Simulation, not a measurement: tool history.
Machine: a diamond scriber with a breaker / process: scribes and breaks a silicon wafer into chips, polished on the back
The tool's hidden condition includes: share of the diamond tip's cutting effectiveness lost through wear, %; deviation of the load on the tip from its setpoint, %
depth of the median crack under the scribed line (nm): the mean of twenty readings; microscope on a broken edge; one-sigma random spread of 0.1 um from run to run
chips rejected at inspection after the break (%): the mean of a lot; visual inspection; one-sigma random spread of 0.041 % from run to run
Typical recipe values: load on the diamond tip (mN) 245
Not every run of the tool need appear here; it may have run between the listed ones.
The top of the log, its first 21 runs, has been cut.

| run | hour | load on the diamond tip (mN) | wafers since the last listed run | hours since the diamond tip was replaced | hours since the load on the tip was calibrated | incoming depth of the damage left on the back of the incoming wafer, um | depth of the median crack under the scribed line (nm) | chips rejected at inspection after the break (%) |
|---|---|---|---|---|---|---|---|---|
| 22 | 490.3 | 201 | 49 | 124.1 | 1788.5 | 0.03 | 9220 | 12.08 |
| 23 | 514 | 220 | 47 | 147.8 | 1812.2 | 0.03 | 9520 | 7.42 |
| 24 | 545.6 | 184 | 63 | 179.4 | 1843.8 | 0.05 | 8830 | 17.46 |
| 25 | 569.6 | 283 | 48 | 203.4 | 1867.8 | 0.02 | 11070 | 1.06 |
| 26 | 591.8 | 245 | 44 | 225.6 | 1890 | 0.02 | 9960 | 4.51 |
|  | 605.1 | load on the tip recalibrated |
| 27 | 609.4 | 274 | 31 | 243.2 | 4.3 | 0.01 | 11820 | 0.9 |
| 28 | 633.6 | 305 | 48 | 267.4 | 28.5 | 0.04 | 12420 | 2.66 |
| 29 | 661.3 | 245 | 55 | 295.1 | 56.2 | 0.05 | 10770 | 1.08 |
| 30 | 687 | 305 | 51 | 320.8 | 81.9 | 0.01 | 12330 | 2.57 |
| 31 | 704.1 | 219 | 34 | 337.9 | 99 | 0.03 | 10150 | 3.81 |
| 32 | 738.4 | 245 | 68 | 372.2 | 133.3 | 0.01 | 10770 | 1.23 |
| 33 | 786.3 | 209 | 96 | 420.1 | 181.2 | 0.03 | 9800 | 5.58 |
| 34 | 813.4 | 179 | 54 | 447.2 | 208.3 | 0.04 | 9020 | 13.44 |
| 35 | 879.8 | 277 | 133 | 513.6 | 274.7 | 0.02 | 11330 | 0.61 |
| 36 | 897.9 | 273 | 36 | 531.7 | 292.8 | 0.03 | 11290 | 0.7 |
| 37 | 913.3 | 226 | 30 | 547.1 | 308.2 | 0.04 | 9850 | 4.94 |
|  | 930.5 | diamond tip replaced by a new one |
| 38 | 945.7 | 203 | 61 | 15.2 | 340.6 | 0.04 | 10220 | 3.53 |
| 39 | 1032.8 | 225 | 174 | 102.3 | 427.7 | 0.02 | 10630 | 1.57 |
| 40 | 1047.4 | 245 | 29 | 116.9 | 442.3 | 0.01 | 11130 | 0.78 |

What if the next run were any one of these 5? Each begins from the tool's condition after run 40:
| A | 1048.1 | 245 | 1 | 117.6 | 443 | 0.03 | ? | ? |
| B | 1048.1 | 281 | 1 | 117.6 | 443 | 0.03 | ? | ? |
| C | 1048.1 | 292 | 1 | 117.6 | 443 | 0.03 | ? | ? |
| D | 1048.1 | 178 | 1 | 117.6 | 443 | 0.03 | ? | ? |
| E | 1048.1 | 214 | 1 | 117.6 | 443 | 0.03 | ? | ? |

| run | depth of the median crack under the scribed line (nm) | chips rejected at inspection after the break (%) |
|---|---|---|
| A | 11090 | 0.68 |
| B | 11920 | 1.45 |
| C | 12170 | 2.19 |
| D | 9440 | 8.94 |
| E | 10340 | 2.65 |
Had the tool no hidden state, the same runs would have come out as:
| run | depth of the median crack under the scribed line (nm) | chips rejected at inspection after the break (%) |
|---|---|---|
| A | 11280 | 0.6 |
| B | 12130 | 2.05 |
| C | 12380 | 2.98 |
| D | 9600 | 7.47 |
| E | 10520 | 1.93 |
